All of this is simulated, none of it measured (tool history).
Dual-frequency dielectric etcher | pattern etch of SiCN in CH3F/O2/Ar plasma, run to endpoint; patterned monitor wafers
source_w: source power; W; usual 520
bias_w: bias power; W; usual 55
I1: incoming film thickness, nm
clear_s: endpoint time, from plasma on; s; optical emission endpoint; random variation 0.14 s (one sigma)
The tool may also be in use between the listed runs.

run 1 day=0 | source_w=520 bias_w=50 | I1=10.66 | clear_s=33
run 2 day=0.312 | source_w=520 bias_w=50 | I1=10.69 | clear_s=33
run 3 day=1 | source_w=520 bias_w=62 | I1=10.73 | clear_s=29.7
run 4 day=1.308 | source_w=520 bias_w=62 | I1=10.69 | clear_s=29.4
run 5 day=1.788 | source_w=520 bias_w=62 | I1=10.73 | clear_s=29.6
run 6 day=2.154 | source_w=520 bias_w=55 | I1=10.63 | clear_s=31.2
run 7 day=2.838 | source_w=520 bias_w=55 | I1=10.68 | clear_s=31.7
run 8 day=3.096 | source_w=520 bias_w=55 | I1=10.62 | clear_s=31.4
run 9 day=3.821 | source_w=520 bias_w=61 | I1=10.75 | clear_s=30.1
run 10 day=4.192 | source_w=520 bias_w=55 | I1=10.65 | clear_s=31.5
-- day=5.471 wet clean of the chamber
run 11 day=5.492 | source_w=520 bias_w=55 | I1=10.74 | clear_s=30.3
run 12 day=5.508 | source_w=520 bias_w=55 | I1=10.81 | clear_s=30.2
-- day=6.146 source power generator calibrated
-- day=6.546 upper electrode replaced, of another model than before
run 13 day=6.567 | source_w=590 bias_w=48 | I1=10.76 | clear_s=29.3
run 14 day=6.583 | source_w=390 bias_w=55 | I1=10.72 | clear_s=35.8
run 15 day=7.458 | source_w=520 bias_w=55 | I1=10.7 | clear_s=30.1
run 16 day=7.95 | source_w=520 bias_w=55 | I1=10.66 | clear_s=29.9
run 17 day=8.229 | source_w=390 bias_w=46 | I1=10.71 | clear_s=37.8
run 18 day=8.917 | source_w=640 bias_w=43 | I1=10.64 | clear_s=29.2
run 19 day=9.267 | source_w=630 bias_w=63 | I1=10.73 | clear_s=26.3
run 20 day=9.546 | source_w=410 bias_w=44 | I1=10.74 | clear_s=37.2
run 21 day=9.821 | source_w=430 bias_w=47 | I1=10.74 | clear_s=35.6
run 22 day=10.083 | source_w=520 bias_w=60 | I1=10.75 | clear_s=29.5
run 23 day=10.75 | source_w=570 bias_w=63 | I1=10.65 | clear_s=27.7
run 24 day=11.496 | source_w=460 bias_w=44 | I1=10.57 | clear_s=34.3
run 25 day=11.875 | source_w=520 bias_w=42 | I1=10.72 | clear_s=33.1
-- day=12.312 bias power generator calibrated
run 26 day=12.883 | source_w=610 bias_w=55 | I1=10.73 | clear_s=28.1
run 27 day=13.321 | source_w=450 bias_w=51 | I1=10.74 | clear_s=34.3
run 28 day=13.833 | source_w=490 bias_w=61 | I1=10.66 | clear_s=30.6
run 29 day=14.271 | source_w=520 bias_w=51 | I1=10.6 | clear_s=31.1

The next listed run, before its measurement:
run 30 day=14.821 | source_w=560 bias_w=47 | I1=10.71 | clear_s=?

Run 30 gave clear_s 31.1 s.
Without the tool's hidden state the same run would have given clear_s 30.2 s.
